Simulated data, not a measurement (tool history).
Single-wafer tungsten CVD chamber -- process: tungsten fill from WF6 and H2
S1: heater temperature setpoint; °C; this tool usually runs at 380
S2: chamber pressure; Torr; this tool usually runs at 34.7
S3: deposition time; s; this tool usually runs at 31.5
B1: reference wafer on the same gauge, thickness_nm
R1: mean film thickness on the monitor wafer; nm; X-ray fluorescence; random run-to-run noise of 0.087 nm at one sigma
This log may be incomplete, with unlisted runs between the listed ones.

| run | hour | S1 | S2 | S3 | B1 | R1 |
|---|---|---|---|---|---|---|
| 1 | 0.0 | 380 | 34.7 | 31.5 | 61.726 | 59.220 |
| 2 | 12.6 | 380 | 34.7 | 31.5 | 61.741 | 59.318 |
| 3 | 25.3 | 380 | 40.8 | 31.5 | 61.677 | 63.074 |
| 4 | 47.6 | 380 | 40.8 | 31.5 | 61.698 | 63.119 |
| 5 | 67.7 | 380 | 40.8 | 31.5 | 61.689 | 63.140 |
| 6 | 99.5 | 380 | 34.7 | 31.5 | 61.698 | 59.296 |
| 7 | 113.5 | 380 | 34.7 | 31.5 | 61.709 | 59.485 |

What does the tool deliver on the next run?
| 8 | 138.0 | 385 | 34.7 | 31.5 | ? | ? |

{"run 8": {"B1": 61.687, "R1": 64.67}}
Minus the tool's unlogged condition, the same run would have read R1 63.016 nm.
